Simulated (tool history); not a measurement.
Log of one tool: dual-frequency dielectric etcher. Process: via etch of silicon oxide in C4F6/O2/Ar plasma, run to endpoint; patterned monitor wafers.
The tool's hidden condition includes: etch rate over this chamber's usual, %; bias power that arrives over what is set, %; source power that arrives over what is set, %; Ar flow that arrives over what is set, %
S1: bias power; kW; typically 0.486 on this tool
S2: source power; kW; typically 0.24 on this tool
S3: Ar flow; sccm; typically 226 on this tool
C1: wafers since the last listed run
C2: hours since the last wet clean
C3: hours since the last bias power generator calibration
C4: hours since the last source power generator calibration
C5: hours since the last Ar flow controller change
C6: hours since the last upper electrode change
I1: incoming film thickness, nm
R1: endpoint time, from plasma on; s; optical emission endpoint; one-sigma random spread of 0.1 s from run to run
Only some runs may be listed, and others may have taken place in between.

{"run": 1, "hour": 0.0, "S1": 0.548, "S2": 0.24, "S3": 210, "C1": 0, "C2": 2.3, "C3": 3013.8, "C4": 2073.7, "C5": 3406.8, "C6": 5295.3, "I1": 132.6, "R1": 32.1}
{"run": 2, "hour": 6.5, "S1": 0.548, "S2": 0.24, "S3": 210, "C1": 116, "C2": 8.8, "C3": 3020.3, "C4": 2080.2, "C5": 3413.3, "C6": 5301.8, "I1": 132.7, "R1": 32.1}
{"run": 3, "hour": 18.7, "S1": 0.548, "S2": 0.24, "S3": 210, "C1": 219, "C2": 21, "C3": 3032.5, "C4": 2092.4, "C5": 3425.5, "C6": 5314, "I1": 132.5, "R1": 32.1}
{"run": 4, "hour": 34.1, "S1": 0.486, "S2": 0.19, "S3": 248, "C1": 276, "C2": 36.4, "C3": 3047.9, "C4": 2107.8, "C5": 3440.9, "C6": 5329.4, "I1": 131.9, "R1": 36.7}
{"run": 5, "hour": 48.2, "S1": 0.486, "S2": 0.24, "S3": 270, "C1": 253, "C2": 50.5, "C3": 3062, "C4": 2121.9, "C5": 3455, "C6": 5343.5, "I1": 133.3, "R1": 34.9}
{"run": 6, "hour": 58.1, "S1": 0.597, "S2": 0.26, "S3": 267, "C1": 177, "C2": 60.4, "C3": 3071.9, "C4": 2131.8, "C5": 3464.9, "C6": 5353.4, "I1": 133.3, "R1": 31.6}
{"run": 7, "hour": 70.5, "S1": 0.486, "S2": 0.21, "S3": 226, "C1": 222, "C2": 72.8, "C3": 3084.3, "C4": 2144.2, "C5": 3477.3, "C6": 5365.8, "I1": 132.1, "R1": 35}
{"run": 8, "hour": 88.1, "S1": 0.486, "S2": 0.18, "S3": 226, "C1": 316, "C2": 90.4, "C3": 3101.9, "C4": 2161.8, "C5": 3494.9, "C6": 5383.4, "I1": 133.5, "R1": 37.1}
{"run": 9, "hour": 97.6, "S1": 0.368, "S2": 0.27, "S3": 274, "C1": 170, "C2": 99.9, "C3": 3111.4, "C4": 2171.3, "C5": 3504.4, "C6": 5392.9, "I1": 134, "R1": 37.7}
{"hour": 111.4, "done": "source power generator calibrated"}
{"run": 10, "hour": 111.9, "S1": 0.452, "S2": 0.24, "S3": 173, "C1": 185, "C2": 114.2, "C3": 3125.7, "C4": 0.5, "C5": 3518.7, "C6": 5407.2, "I1": 132.9, "R1": 33.1}
{"hour": 127.7, "done": "bias power generator calibrated"}
{"run": 11, "hour": 128.2, "S1": 0.486, "S2": 0.24, "S3": 226, "C1": 221, "C2": 130.5, "C3": 0.5, "C4": 16.8, "C5": 3535, "C6": 5423.5, "I1": 133.7, "R1": 34.2}
{"run": 12, "hour": 134.0, "S1": 0.486, "S2": 0.2, "S3": 276, "C1": 104, "C2": 136.3, "C3": 6.3, "C4": 22.6, "C5": 3540.8, "C6": 5429.3, "I1": 132.6, "R1": 36.7}
{"run": 13, "hour": 143.1, "S1": 0.544, "S2": 0.29, "S3": 249, "C1": 163, "C2": 145.4, "C3": 15.4, "C4": 31.7, "C5": 3549.9, "C6": 5438.4, "I1": 132.3, "R1": 31.2}
{"run": 14, "hour": 152.8, "S1": 0.486, "S2": 0.27, "S3": 226, "C1": 174, "C2": 155.1, "C3": 25.1, "C4": 41.4, "C5": 3559.6, "C6": 5448.1, "I1": 133, "R1": 32.6}
{"hour": 166.5, "done": "Ar flow controller replaced"}
{"run": 15, "hour": 167.0, "S1": 0.538, "S2": 0.24, "S3": 277, "C1": 147, "C2": 169.3, "C3": 39.3, "C4": 55.6, "C5": 0.5, "C6": 5462.3, "I1": 133.4, "R1": 34}
{"run": 16, "hour": 176.5, "S1": 0.486, "S2": 0.24, "S3": 183, "C1": 170, "C2": 178.8, "C3": 48.8, "C4": 65.1, "C5": 10, "C6": 5471.8, "I1": 133.1, "R1": 32.6}
{"hour": 201.8, "done": "upper electrode replaced"}
{"run": 17, "hour": 202.3, "S1": 0.523, "S2": 0.28, "S3": 245, "C1": 32, "C2": 204.6, "C3": 74.6, "C4": 90.9, "C5": 35.8, "C6": 0.5, "I1": 132.6, "R1": 31.8}
{"run": 18, "hour": 212.4, "S1": 0.369, "S2": 0.24, "S3": 200, "C1": 181, "C2": 214.7, "C3": 84.7, "C4": 101, "C5": 45.9, "C6": 10.6, "I1": 132.6, "R1": 36.3}
{"run": 19, "hour": 228.7, "S1": 0.486, "S2": 0.24, "S3": 226, "C1": 292, "C2": 231, "C3": 101, "C4": 117.3, "C5": 62.2, "C6": 26.9, "I1": 133.2, "R1": 33.9}
{"run": 20, "hour": 245.7, "S1": 0.565, "S2": 0.22, "S3": 183, "C1": 305, "C2": 248, "C3": 118, "C4": 134.3, "C5": 79.2, "C6": 43.9, "I1": 134.4, "R1": 31.8}
{"run": 21, "hour": 299.3, "S1": 0.434, "S2": 0.29, "S3": 199, "C1": 963, "C2": 301.6, "C3": 171.6, "C4": 187.9, "C5": 132.8, "C6": 97.5, "I1": 133.9, "R1": 32.5}
{"run": 22, "hour": 311.1, "S1": 0.486, "S2": 0.24, "S3": 174, "C1": 212, "C2": 313.4, "C3": 183.4, "C4": 199.7, "C5": 144.6, "C6": 109.3, "I1": 132.7, "R1": 31.8}
{"run": 23, "hour": 321.9, "S1": 0.486, "S2": 0.22, "S3": 204, "C1": 194, "C2": 324.2, "C3": 194.2, "C4": 210.5, "C5": 155.4, "C6": 120.1, "I1": 133.3, "R1": 33.8}
{"run": 24, "hour": 339.2, "S1": 0.486, "S2": 0.24, "S3": 226, "C1": 310, "C2": 341.5, "C3": 211.5, "C4": 227.8, "C5": 172.7, "C6": 137.4, "I1": 133.2, "R1": 33.6}
{"run": 25, "hour": 348.7, "S1": 0.486, "S2": 0.24, "S3": 183, "C1": 170, "C2": 351, "C3": 221, "C4": 237.3, "C5": 182.2, "C6": 146.9, "I1": 132.1, "R1": 32}
{"run": 26, "hour": 362.5, "S1": 0.486, "S2": 0.24, "S3": 172, "C1": 248, "C2": 364.8, "C3": 234.8, "C4": 251.1, "C5": 196, "C6": 160.7, "I1": 134, "R1": 32.1}
{"run": 27, "hour": 373.4, "S1": 0.486, "S2": 0.24, "S3": 226, "C1": 195, "C2": 375.7, "C3": 245.7, "C4": 262, "C5": 206.9, "C6": 171.6, "I1": 132.4, "R1": 33.5}
{"run": 28, "hour": 390.2, "S1": 0.527, "S2": 0.24, "S3": 226, "C1": 301, "C2": 392.5, "C3": 262.5, "C4": 278.8, "C5": 223.7, "C6": 188.4, "I1": 133.6, "R1": 32.7}

For each run, what was the tool's unlogged condition?
bias power that arrives over what is set, %: 0 on each run
source power that arrives over what is set, %: 0 on each run
Ar flow that arrives over what is set, %: 0 on each run
H1: etch rate over this chamber's usual, %
run=1 H1=-0.0776
run=2 H1=-0.0482
run=3 H1=0.00699
run=4 H1=0.0767
run=5 H1=0.14
run=6 H1=0.185
run=7 H1=0.241
run=8 H1=0.321
run=9 H1=0.364
run=10 H1=0.429
run=11 H1=0.502
run=12 H1=0.529
run=13 H1=0.57
run=14 H1=0.614
run=15 H1=0.678
run=16 H1=0.721
run=17 H1=0.837
run=18 H1=0.883
run=19 H1=0.957
run=20 H1=1.03
run=21 H1=1.28
run=22 H1=1.33
run=23 H1=1.38
run=24 H1=1.46
run=25 H1=1.5
run=26 H1=1.56
run=27 H1=1.61
run=28 H1=1.69
